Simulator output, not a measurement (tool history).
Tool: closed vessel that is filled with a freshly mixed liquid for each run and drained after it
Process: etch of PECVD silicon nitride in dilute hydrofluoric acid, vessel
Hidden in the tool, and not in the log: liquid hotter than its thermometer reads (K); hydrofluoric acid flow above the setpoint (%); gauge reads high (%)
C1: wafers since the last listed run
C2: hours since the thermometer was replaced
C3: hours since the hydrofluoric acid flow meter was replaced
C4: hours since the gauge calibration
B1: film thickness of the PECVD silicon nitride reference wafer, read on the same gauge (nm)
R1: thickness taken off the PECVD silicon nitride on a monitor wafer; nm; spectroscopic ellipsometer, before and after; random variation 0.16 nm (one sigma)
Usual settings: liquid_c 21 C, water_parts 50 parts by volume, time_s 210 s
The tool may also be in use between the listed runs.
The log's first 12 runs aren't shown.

run 13 hour=152.2 | liquid_c=21 water_parts=50 time_s=210 | C1=818 C2=2432 C3=1404 C4=276.5 | B1=49.95 | R1=16.09
run 14 hour=168.2 | liquid_c=21 water_parts=70 time_s=210 | C1=1984 C2=2448 C3=1420 C4=292.5 | B1=50 | R1=11.51
-- hour=177.3 hydrofluoric acid flow meter replaced
run 15 hour=179.8 | liquid_c=17 water_parts=50 time_s=210 | C1=1314 C2=2459.6 C3=2.5 C4=304.1 | B1=49.94 | R1=12.3
run 16 hour=231.7 | liquid_c=22.5 water_parts=50 time_s=85 | C1=6437 C2=2511.5 C3=54.4 C4=356 | B1=49.98 | R1=7.19
run 17 hour=242.6 | liquid_c=25.5 water_parts=60 time_s=310 | C1=1352 C2=2522.4 C3=65.3 C4=366.9 | B1=49.99 | R1=26.81
-- hour=269.9 gauge calibrated
-- hour=274 thermometer replaced
run 18 hour=295.9 | liquid_c=21 water_parts=75 time_s=210 | C1=6487 C2=21.9 C3=118.6 C4=26 | B1=50.01 | R1=10.94
run 19 hour=302.7 | liquid_c=18 water_parts=40 time_s=210 | C1=843 C2=28.7 C3=125.4 C4=32.8 | B1=50.02 | R1=16.04
run 20 hour=308.8 | liquid_c=21 water_parts=50 time_s=210 | C1=756 C2=34.8 C3=131.5 C4=38.9 | B1=50 | R1=16.27
run 21 hour=319.7 | liquid_c=21 water_parts=40 time_s=210 | C1=1352 C2=45.7 C3=142.4 C4=49.8 | B1=50.03 | R1=20.52
run 22 hour=336.7 | liquid_c=21 water_parts=50 time_s=150 | C1=2108 C2=62.7 C3=159.4 C4=66.8 | B1=50.03 | R1=11.49
run 23 hour=354.3 | liquid_c=26 water_parts=50 time_s=160 | C1=2183 C2=80.3 C3=177 C4=84.4 | B1=50.07 | R1=17
run 24 hour=384.3 | liquid_c=19 water_parts=50 time_s=210 | C1=3721 C2=110.3 C3=207 C4=114.4 | B1=49.99 | R1=13.89
run 25 hour=397.5 | liquid_c=21 water_parts=50 time_s=210 | C1=1637 C2=123.5 C3=220.2 C4=127.6 | B1=50.02 | R1=16.18
run 26 hour=406.6 | liquid_c=17.5 water_parts=50 time_s=170 | C1=1128 C2=132.6 C3=229.3 C4=136.7 | B1=50 | R1=10.24
run 27 hour=421 | liquid_c=25 water_parts=50 time_s=110 | C1=1786 C2=147 C3=243.7 C4=151.1 | B1=49.96 | R1=11.3
run 28 hour=430.9 | liquid_c=17.5 water_parts=35 time_s=210 | C1=1228 C2=156.9 C3=253.6 C4=161 | B1=49.94 | R1=17.87
run 29 hour=447.7 | liquid_c=18 water_parts=75 time_s=265 | C1=2083 C2=173.7 C3=270.4 C4=177.8 | B1=50.01 | R1=11.06
run 30 hour=463.1 | liquid_c=21 water_parts=50 time_s=210 | C1=1910 C2=189.1 C3=285.8 C4=193.2 | B1=50.03 | R1=15.98
run 31 hour=474 | liquid_c=21 water_parts=50 time_s=260 | C1=1352 C2=200 C3=296.7 C4=204.1 | B1=50 | R1=19.65

Forecast each of these 5 alternatives for the next run:
run A hour=474.7 | liquid_c=21 water_parts=50 time_s=210 | C1=86 C2=200.7 C3=297.4 C4=204.8 | B1=? | R1=?
run B hour=474.7 | liquid_c=24.5 water_parts=50 time_s=210 | C1=86 C2=200.7 C3=297.4 C4=204.8 | B1=? | R1=?
run C hour=474.7 | liquid_c=21 water_parts=50 time_s=285 | C1=86 C2=200.7 C3=297.4 C4=204.8 | B1=? | R1=?
run D hour=474.7 | liquid_c=25 water_parts=30 time_s=210 | C1=86 C2=200.7 C3=297.4 C4=204.8 | B1=? | R1=?
run E hour=474.7 | liquid_c=21 water_parts=55 time_s=210 | C1=86 C2=200.7 C3=297.4 C4=204.8 | B1=? | R1=?

run=A B1=50.01 R1=16.31
run=B B1=50.01 R1=20.7
run=C B1=50.01 R1=22.14
run=D B1=50.01 R1=35.21
run=E B1=50.01 R1=14.86
Without the tool's hidden state the same runs would have given:
run=A R1=16.31
run=B R1=20.7
run=C R1=22.14
run=D R1=35.21
run=E R1=14.86
